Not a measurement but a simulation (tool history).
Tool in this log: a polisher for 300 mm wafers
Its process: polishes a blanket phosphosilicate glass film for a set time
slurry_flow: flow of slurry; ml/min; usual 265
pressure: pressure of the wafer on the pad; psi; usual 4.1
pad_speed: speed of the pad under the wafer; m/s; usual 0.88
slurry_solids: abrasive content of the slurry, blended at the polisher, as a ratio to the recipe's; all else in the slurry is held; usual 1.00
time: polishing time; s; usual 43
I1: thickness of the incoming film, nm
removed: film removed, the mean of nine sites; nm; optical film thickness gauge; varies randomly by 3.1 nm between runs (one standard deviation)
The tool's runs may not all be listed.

run 1 hour=0.0 | slurry_flow=265 pressure=4.1 pad_speed=0.88 slurry_solids=1.00 time=43 | I1=4262.7 | removed=479.6
run 2 hour=61.0 | slurry_flow=265 pressure=4.1 pad_speed=0.88 slurry_solids=1.00 time=43 | I1=4201.2 | removed=489.3
run 3 hour=149.1 | slurry_flow=265 pressure=4.1 pad_speed=0.88 slurry_solids=1.00 time=43 | I1=4262.5 | removed=489.4
run 4 hour=247.9 | slurry_flow=210 pressure=4.1 pad_speed=0.88 slurry_solids=1.00 time=43 | I1=4288.9 | removed=480.0
run 5 hour=359.5 | slurry_flow=210 pressure=4.1 pad_speed=0.88 slurry_solids=1.00 time=43 | I1=4185.6 | removed=483.5
run 6 hour=397.8 | slurry_flow=265 pressure=4.1 pad_speed=0.88 slurry_solids=1.00 time=43 | I1=4281.3 | removed=483.2
run 7 hour=454.8 | slurry_flow=265 pressure=4.1 pad_speed=0.88 slurry_solids=1.00 time=43 | I1=4267.6 | removed=484.7
run 8 hour=502.1 | slurry_flow=240 pressure=5.4 pad_speed=0.88 slurry_solids=1.00 time=43 | I1=4307.1 | removed=634.1
run 9 hour=585.6 | slurry_flow=265 pressure=4.1 pad_speed=0.88 slurry_solids=1.00 time=43 | I1=4258.5 | removed=482.3
run 10 hour=645.3 | slurry_flow=265 pressure=4.1 pad_speed=0.88 slurry_solids=1.00 time=43 | I1=4293.5 | removed=489.5
run 11 hour=720.4 | slurry_flow=170 pressure=4.1 pad_speed=0.88 slurry_solids=1.00 time=55 | I1=4311.1 | removed=602.8
run 12 hour=802.8 | slurry_flow=265 pressure=4.1 pad_speed=0.78 slurry_solids=1.00 time=30 | I1=4190.5 | removed=309.4
run 13 hour=863.8 | slurry_flow=265 pressure=4.1 pad_speed=0.88 slurry_solids=1.00 time=43 | I1=4182.3 | removed=488.7
run 14 hour=947.2 | slurry_flow=320 pressure=4.1 pad_speed=0.88 slurry_solids=0.80 time=43 | I1=4306.8 | removed=460.3
run 15 hour=1241.5 | slurry_flow=265 pressure=4.1 pad_speed=0.88 slurry_solids=0.75 time=53 | I1=4275.6 | removed=555.2

Between the runs listed above, the log contained 17 entries, not reproduced here. Where in the sequence does each belong, and how does what the log doesn't record of the tool's condition differ from the listed run before to the listed run after?
Runs 1 to 2: slurry blender recalibrated (hour 17.9)
  no hidden state differs between the two runs
Runs 2 to 3: worn pad replaced by a new one (hour 96.6)
  no hidden state differs between the two runs
Runs 3 to 4: conditioning disc replaced and pad reconditioned (hour 169.9)
  no hidden state differs between the two runs
Runs 4 to 5: slurry blender recalibrated (hour 272.3); slurry nozzle cleaned (hour 309.6)
  no hidden state differs between the two runs
Runs 5 to 6: worn pad replaced by a new one (hour 380.3); head pressure recalibrated (hour 391.9)
  no hidden state differs between the two runs
Runs 8 to 9: conditioning disc replaced and pad reconditioned (hour 506.1); slurry blender recalibrated (hour 532.6)
  no hidden state differs between the two runs
Runs 9 to 10: worn pad replaced by a new one (hour 622.9)
  no hidden state differs between the two runs
Runs 12 to 13: slurry blender recalibrated (hour 814.1); conditioning disc replaced and pad reconditioned (hour 837.2); worn pad replaced by a new one (hour 849.8)
  no hidden state differs between the two runs
Runs 13 to 14: slurry nozzle cleaned (hour 882.0)
  no hidden state differs between the two runs
Runs 14 to 15: slurry blender recalibrated (hour 1084.5); worn pad replaced by a new one (hour 1099.0); conditioning disc replaced and pad reconditioned (hour 1186.5)
  no hidden state differs between the two runs
